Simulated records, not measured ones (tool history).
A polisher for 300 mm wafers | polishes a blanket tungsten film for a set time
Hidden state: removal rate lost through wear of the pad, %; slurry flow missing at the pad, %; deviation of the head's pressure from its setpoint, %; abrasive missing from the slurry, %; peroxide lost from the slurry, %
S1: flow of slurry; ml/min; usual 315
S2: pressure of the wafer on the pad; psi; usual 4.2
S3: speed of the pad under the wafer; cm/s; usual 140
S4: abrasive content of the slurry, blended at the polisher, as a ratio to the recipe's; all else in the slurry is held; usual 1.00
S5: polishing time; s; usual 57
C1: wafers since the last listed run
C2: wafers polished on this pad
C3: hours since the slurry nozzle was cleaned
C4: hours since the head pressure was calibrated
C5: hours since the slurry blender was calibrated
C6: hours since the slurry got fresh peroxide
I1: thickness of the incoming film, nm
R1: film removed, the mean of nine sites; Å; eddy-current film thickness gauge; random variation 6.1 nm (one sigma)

run	day	S1	S2	S3	S4	S5	C1	C2	C3	C4	C5	C6	I1	R1
1	0.000	315	4.2	140	1.00	65	0	12	183.4	4.5	90.0	151.9	1247.3	5469
2	0.629	315	4.2	140	1.00	65	167	179	198.5	19.6	105.1	167.0	1226.8	5418
# day 1.829: slurry tank refilled with fresh slurry and peroxide
# day 2.067: slurry nozzle cleaned
3	2.088	315	4.7	140	1.00	57	366	545	0.5	54.6	140.1	6.2	1221.2	5306
4	3.458	315	4.7	140	1.00	57	365	910	33.4	87.5	173.0	39.1	1244.5	5334
5	4.583	315	4.2	140	1.00	57	299	1210	60.4	114.5	200.0	66.1	1220.1	4810
6	5.267	315	4.2	164	1.15	57	181	1392	76.8	130.9	216.4	82.5	1235.8	5576
# day 8.333: slurry blender recalibrated
# day 8.583: worn pad replaced by a new one
7	9.479	315	4.2	164	1.15	57	1055	238	177.9	232.0	27.5	183.6	1232.1	5769
# day 10.129: slurry tank refilled with fresh slurry and peroxide
# day 10.171: slurry nozzle cleaned
8	10.321	260	5.3	164	1.25	57	202	440	3.6	252.2	47.7	4.6	1230.5	7092
9	11.621	315	4.2	140	1.00	57	346	786	34.8	283.4	78.9	35.8	1252.5	5028
10	13.042	350	3.2	140	1.00	46	378	1165	68.9	317.5	113.0	69.9	1241.0	3120
11	13.571	315	4.2	140	1.00	57	140	1305	81.6	330.2	125.7	82.6	1227.9	5063
12	14.108	390	4.6	120	1.00	68	143	1449	94.5	343.1	138.6	95.5	1239.4	6189
# day 15.117: head pressure recalibrated
13	15.433	315	4.2	140	1.00	73	330	1779	126.3	7.6	170.4	127.3	1235.6	5864
14	15.938	315	4.2	140	1.00	57	134	1914	138.4	19.7	182.5	139.4	1239.6	4679
15	16.654	315	4.2	140	1.00	57	190	2104	155.6	36.9	199.7	156.6	1227.4	4654
# day 17.308: worn pad replaced by a new one
16	17.650	315	4.2	140	0.75	57	220	91	179.5	60.8	223.6	180.5	1247.9	4391
# day 18.862: slurry blender recalibrated
17	18.925	315	5.3	186	0.85	41	317	408	210.1	91.4	1.5	211.1	1226.2	5056
# day 19.096: slurry tank refilled with fresh slurry and peroxide
18	20.162	315	4.2	170	1.00	57	318	726	239.8	121.1	31.2	25.6	1263.0	5391
# day 20.875: slurry nozzle cleaned
19	21.600	220	4.2	186	1.00	57	371	1098	17.4	155.6	65.7	60.1	1250.6	5554
20	22.729	315	4.6	140	1.00	77	300	1399	44.5	182.7	92.8	87.2	1259.8	7118
21	23.592	315	4.2	110	1.00	38	229	1629	65.2	203.4	113.5	107.9	1254.1	2791
# day 24.596: worn pad replaced by a new one
22	24.617	315	4.2	140	1.00	57	228	5	89.8	228.0	138.1	132.5	1243.4	4738
23	25.158	315	5.0	140	1.00	39	144	149	102.8	241.0	151.1	145.5	1219.0	3996
24	25.846	315	4.2	140	1.00	45	183	332	119.3	257.5	167.6	162.0	1234.6	3754
# day 26.258: slurry tank refilled with fresh slurry and peroxide
25	26.504	350	4.2	140	1.00	57	164	496	135.1	273.3	183.4	5.9	1233.1	4847
# day 29.667: slurry nozzle cleaned
26	30.212	415	5.3	140	0.80	57	976	1473	13.1	362.3	272.4	94.9	1235.1	6046

Forecast each of these 4 alternatives for the next run:
A	30.229	315	4.2	140	1.00	57	4	1477	13.5	362.7	272.8	95.3	1262.7	?
B	30.229	315	2.8	176	1.00	68	4	1477	13.5	362.7	272.8	95.3	1262.7	?
C	30.229	355	3.8	176	1.00	57	4	1477	13.5	362.7	272.8	95.3	1262.7	?
D	30.229	315	4.8	176	1.00	57	4	1477	13.5	362.7	272.8	95.3	1262.7	?

run	R1
A	4920
B	4550
C	5231
D	6538
Without the tool's hidden state the same runs would have given:
run	R1
A	4635
B	4287
C	4929
D	6160
